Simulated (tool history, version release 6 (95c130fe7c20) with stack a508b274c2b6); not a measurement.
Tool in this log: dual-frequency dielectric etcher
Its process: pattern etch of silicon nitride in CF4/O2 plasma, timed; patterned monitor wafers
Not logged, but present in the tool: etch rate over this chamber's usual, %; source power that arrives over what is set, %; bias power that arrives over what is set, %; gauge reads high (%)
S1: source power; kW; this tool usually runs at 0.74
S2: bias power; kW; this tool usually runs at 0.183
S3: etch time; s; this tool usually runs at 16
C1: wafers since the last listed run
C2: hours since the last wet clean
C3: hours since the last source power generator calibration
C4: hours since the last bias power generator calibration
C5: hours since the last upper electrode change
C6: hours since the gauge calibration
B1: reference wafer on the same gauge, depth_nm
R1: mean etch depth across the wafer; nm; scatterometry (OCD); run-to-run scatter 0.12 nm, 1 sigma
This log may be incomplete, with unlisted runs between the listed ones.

{"run": 1, "hour": 0.0, "S1": 0.86, "S2": 0.183, "S3": 19, "C1": 0, "C2": 370.9, "C3": 3081.2, "C4": 3683.1, "C5": 4870.3, "C6": 223.8, "B1": 42.09, "R1": 64.51}
{"run": 2, "hour": 7.4, "S1": 0.86, "S2": 0.183, "S3": 19, "C1": 149, "C2": 378.3, "C3": 3088.6, "C4": 3690.5, "C5": 4877.7, "C6": 231.2, "B1": 42.08, "R1": 64.64}
{"run": 3, "hour": 18.9, "S1": 0.74, "S2": 0.183, "S3": 16, "C1": 231, "C2": 389.8, "C3": 3100.1, "C4": 3702, "C5": 4889.2, "C6": 242.7, "B1": 42.08, "R1": 46.89}
{"run": 4, "hour": 31.8, "S1": 0.74, "S2": 0.183, "S3": 16, "C1": 259, "C2": 402.7, "C3": 3113, "C4": 3714.9, "C5": 4902.1, "C6": 255.6, "B1": 42.07, "R1": 46.54}
{"run": 5, "hour": 44.7, "S1": 0.74, "S2": 0.183, "S3": 16, "C1": 259, "C2": 415.6, "C3": 3125.9, "C4": 3727.8, "C5": 4915, "C6": 268.5, "B1": 42.08, "R1": 46.6}
{"run": 6, "hour": 57.9, "S1": 0.74, "S2": 0.183, "S3": 16, "C1": 266, "C2": 428.8, "C3": 3139.1, "C4": 3741, "C5": 4928.2, "C6": 281.7, "B1": 42.06, "R1": 46.54}
{"run": 7, "hour": 64.8, "S1": 0.81, "S2": 0.163, "S3": 16, "C1": 139, "C2": 435.7, "C3": 3146, "C4": 3747.9, "C5": 4935.1, "C6": 288.6, "B1": 42.1, "R1": 48.76}
{"run": 8, "hour": 80.5, "S1": 0.81, "S2": 0.163, "S3": 16, "C1": 316, "C2": 451.4, "C3": 3161.7, "C4": 3763.6, "C5": 4950.8, "C6": 304.3, "B1": 42.06, "R1": 48.61}
{"run": 9, "hour": 94.2, "S1": 0.81, "S2": 0.163, "S3": 16, "C1": 276, "C2": 465.1, "C3": 3175.4, "C4": 3777.3, "C5": 4964.5, "C6": 318, "B1": 42.09, "R1": 48.82}
{"run": 10, "hour": 103.0, "S1": 0.74, "S2": 0.183, "S3": 16, "C1": 177, "C2": 473.9, "C3": 3184.2, "C4": 3786.1, "C5": 4973.3, "C6": 326.8, "B1": 42.16, "R1": 46.48}
{"hour": 121.1, "done": "bias power generator calibrated"}
{"hour": 128.1, "done": "source power generator calibrated"}
{"hour": 134.9, "done": "wet clean of the chamber"}
{"run": 11, "hour": 135.4, "S1": 0.74, "S2": 0.183, "S3": 16, "C1": 354, "C2": 0.5, "C3": 7.3, "C4": 14.3, "C5": 5005.7, "C6": 359.2, "B1": 42.09, "R1": 46.67}
{"run": 12, "hour": 135.7, "S1": 0.74, "S2": 0.183, "S3": 16, "C1": 6, "C2": 0.8, "C3": 7.6, "C4": 14.6, "C5": 5006, "C6": 359.5, "B1": 42.09, "R1": 46.62}
{"run": 13, "hour": 136.0, "S1": 0.74, "S2": 0.183, "S3": 16, "C1": 6, "C2": 1.1, "C3": 7.9, "C4": 14.9, "C5": 5006.3, "C6": 359.8, "B1": 42.09, "R1": 46.56}
{"run": 14, "hour": 149.1, "S1": 0.74, "S2": 0.183, "S3": 16, "C1": 264, "C2": 14.2, "C3": 21, "C4": 28, "C5": 5019.4, "C6": 372.9, "B1": 42.13, "R1": 46.57}
{"hour": 159.8, "done": "gauge calibrated"}
{"run": 15, "hour": 162.2, "S1": 0.92, "S2": 0.183, "S3": 12.5, "C1": 264, "C2": 27.3, "C3": 34.1, "C4": 41.1, "C5": 5032.5, "C6": 2.4, "B1": 42.11, "R1": 45.55}
{"run": 16, "hour": 176.9, "S1": 0.86, "S2": 0.183, "S3": 19, "C1": 296, "C2": 42, "C3": 48.8, "C4": 55.8, "C5": 5047.2, "C6": 17.1, "B1": 42.12, "R1": 64.43}
{"run": 17, "hour": 192.2, "S1": 0.74, "S2": 0.183, "S3": 16, "C1": 308, "C2": 57.3, "C3": 64.1, "C4": 71.1, "C5": 5062.5, "C6": 32.4, "B1": 42.1, "R1": 46.7}

Expected results for the next run?
{"run": 18, "hour": 198.6, "S1": 0.81, "S2": 0.163, "S3": 16, "C1": 128, "C2": 63.7, "C3": 70.5, "C4": 77.5, "C5": 5068.9, "C6": 38.8, "B1": "?", "R1": "?"}

B1: 42.08
R1: 48.78 nm
The same run, on a tool lacking any hidden state, would have yielded R1 48.78 nm.

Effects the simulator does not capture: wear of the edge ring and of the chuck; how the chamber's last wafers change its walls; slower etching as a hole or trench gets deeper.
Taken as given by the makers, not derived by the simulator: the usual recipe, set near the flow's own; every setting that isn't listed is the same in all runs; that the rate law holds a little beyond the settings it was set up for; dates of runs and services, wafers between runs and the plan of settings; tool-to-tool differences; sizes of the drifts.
